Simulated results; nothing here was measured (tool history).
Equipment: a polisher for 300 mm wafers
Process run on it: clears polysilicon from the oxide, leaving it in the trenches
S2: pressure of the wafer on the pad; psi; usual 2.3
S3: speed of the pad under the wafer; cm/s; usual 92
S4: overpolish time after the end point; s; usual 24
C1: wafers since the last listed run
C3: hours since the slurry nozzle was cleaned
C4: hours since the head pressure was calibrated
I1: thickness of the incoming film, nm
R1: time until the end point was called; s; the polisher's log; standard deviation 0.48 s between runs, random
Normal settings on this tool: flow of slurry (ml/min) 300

run 1 day=0 | flow_of_slurry_(ml/min)=300 S2=1.9 S3=92 S4=24 | C1=0 wafers_polished_on_this_pad=583 C3=57 C4=924.3 | I1=592.3 | R1=53.2
run 2 day=0.617 | flow_of_slurry_(ml/min)=300 S2=2.3 S3=112 S4=24 | C1=176 wafers_polished_on_this_pad=760 C3=71.8 C4=939.1 | I1=600.2 | R1=40.3
run 3 day=1.325 | flow_of_slurry_(ml/min)=300 S2=2.3 S3=112 S4=24 | C1=202 wafers_polished_on_this_pad=962 C3=88.8 C4=956.1 | I1=599.4 | R1=40.3
run 4 day=1.879 | flow_of_slurry_(ml/min)=300 S2=2.3 S3=112 S4=24 | C1=158 wafers_polished_on_this_pad=1121 C3=102.1 C4=969.4 | I1=608.1 | R1=41.2
run 5 day=2.6 | flow_of_slurry_(ml/min)=300 S2=2.3 S3=92 S4=24 | C1=206 wafers_polished_on_this_pad=1327 C3=119.4 C4=986.7 | I1=596.8 | R1=50.8
-- day=2.967 worn pad replaced by a new one
run 6 day=3.192 | flow_of_slurry_(ml/min)=300 S2=2.3 S3=92 S4=24 | C1=121 wafers_polished_on_this_pad=64 C3=133.6 C4=1000.9 | I1=595 | R1=46
run 7 day=3.446 | flow_of_slurry_(ml/min)=300 S2=2.3 S3=92 S4=24 | C1=72 wafers_polished_on_this_pad=137 C3=139.7 C4=1007 | I1=599.6 | R1=47.7
run 8 day=4.167 | flow_of_slurry_(ml/min)=300 S2=2.3 S3=102 S4=24 | C1=206 wafers_polished_on_this_pad=343 C3=157 C4=1024.3 | I1=603.5 | R1=43.8
run 9 day=4.704 | flow_of_slurry_(ml/min)=300 S2=2.3 S3=102 S4=24 | C1=153 wafers_polished_on_this_pad=497 C3=169.9 C4=1037.2 | I1=603.7 | R1=44.1
run 10 day=5.1 | flow_of_slurry_(ml/min)=300 S2=2.3 S3=102 S4=24 | C1=113 wafers_polished_on_this_pad=610 C3=179.4 C4=1046.7 | I1=602.1 | R1=45
-- day=5.308 head pressure recalibrated
run 11 day=5.7 | flow_of_slurry_(ml/min)=300 S2=2.3 S3=92 S4=24 | C1=147 wafers_polished_on_this_pad=758 C3=193.8 C4=9.4 | I1=599.2 | R1=49.8
run 12 day=6.033 | flow_of_slurry_(ml/min)=300 S2=2.3 S3=92 S4=24 | C1=95 wafers_polished_on_this_pad=853 C3=201.8 C4=17.4 | I1=593.8 | R1=49.6
run 13 day=6.425 | flow_of_slurry_(ml/min)=300 S2=2.3 S3=92 S4=24 | C1=112 wafers_polished_on_this_pad=965 C3=211.2 C4=26.8 | I1=590.2 | R1=50
-- day=7.088 slurry nozzle cleaned
run 14 day=7.108 | flow_of_slurry_(ml/min)=300 S2=2.3 S3=106 S4=13 | C1=183 wafers_polished_on_this_pad=1149 C3=0.5 C4=43.2 | I1=602.6 | R1=41.9
run 15 day=7.558 | flow_of_slurry_(ml/min)=255 S2=1.9 S3=80 S4=10 | C1=128 wafers_polished_on_this_pad=1278 C3=11.3 C4=54 | I1=610.8 | R1=64.4
run 16 day=8.1 | flow_of_slurry_(ml/min)=380 S2=2.3 S3=92 S4=24 | C1=154 wafers_polished_on_this_pad=1433 C3=24.3 C4=67 | I1=600.4 | R1=47.3
-- day=8.346 worn pad replaced by a new one
run 17 day=8.775 | flow_of_slurry_(ml/min)=300 S2=1.5 S3=92 S4=24 | C1=145 wafers_polished_on_this_pad=123 C3=40.5 C4=83.2 | I1=592.2 | R1=58
run 18 day=9.704 | flow_of_slurry_(ml/min)=300 S2=2.3 S3=92 S4=24 | C1=265 wafers_polished_on_this_pad=389 C3=62.8 C4=105.5 | I1=600.7 | R1=47.3
run 19 day=10.125 | flow_of_slurry_(ml/min)=240 S2=2.8 S3=124 S4=35 | C1=120 wafers_polished_on_this_pad=509 C3=72.9 C4=115.6 | I1=594 | R1=31.6
run 20 day=10.596 | flow_of_slurry_(ml/min)=300 S2=2.3 S3=92 S4=24 | C1=134 wafers_polished_on_this_pad=644 C3=84.2 C4=126.9 | I1=592.7 | R1=46.7
run 21 day=10.858 | flow_of_slurry_(ml/min)=360 S2=1.7 S3=80 S4=24 | C1=75 wafers_polished_on_this_pad=719 C3=90.5 C4=133.2 | I1=597.9 | R1=65.4
run 22 day=11.279 | flow_of_slurry_(ml/min)=350 S2=3 S3=92 S4=24 | C1=120 wafers_polished_on_this_pad=839 C3=100.6 C4=143.3 | I1=609.1 | R1=40.8
run 23 day=11.538 | flow_of_slurry_(ml/min)=300 S2=2.3 S3=106 S4=16 | C1=73 wafers_polished_on_this_pad=913 C3=106.8 C4=149.5 | I1=589.8 | R1=40.8
run 24 day=12.175 | flow_of_slurry_(ml/min)=300 S2=2.3 S3=92 S4=24 | C1=182 wafers_polished_on_this_pad=1095 C3=122.1 C4=164.8 | I1=608.4 | R1=49.9
run 25 day=12.433 | flow_of_slurry_(ml/min)=395 S2=3 S3=92 S4=24 | C1=73 wafers_polished_on_this_pad=1169 C3=128.3 C4=171 | I1=600.5 | R1=40.9
run 26 day=13.142 | flow_of_slurry_(ml/min)=300 S2=2.3 S3=92 S4=24 | C1=202 wafers_polished_on_this_pad=1372 C3=145.3 C4=188 | I1=601.1 | R1=51.2

3 ways to go on from here, each from the tool as it stands after run 26. What would each give?
run A day=13.158 | flow_of_slurry_(ml/min)=300 S2=2.3 S3=92 S4=24 | C1=4 wafers_polished_on_this_pad=1377 C3=145.7 C4=188.4 | I1=599.6 | R1=?
run B day=13.158 | flow_of_slurry_(ml/min)=345 S2=2.3 S3=92 S4=15 | C1=4 wafers_polished_on_this_pad=1377 C3=145.7 C4=188.4 | I1=599.6 | R1=?
run C day=13.158 | flow_of_slurry_(ml/min)=300 S2=1.7 S3=92 S4=17 | C1=4 wafers_polished_on_this_pad=1377 C3=145.7 C4=188.4 | I1=599.6 | R1=?

run=A R1=50.6
run=B R1=49.8
run=C R1=59.9
Take away the tool's hidden state, keep each run's random variation, and the runs would have read:
run=A R1=45.3
run=B R1=44.8
run=C R1=53.7
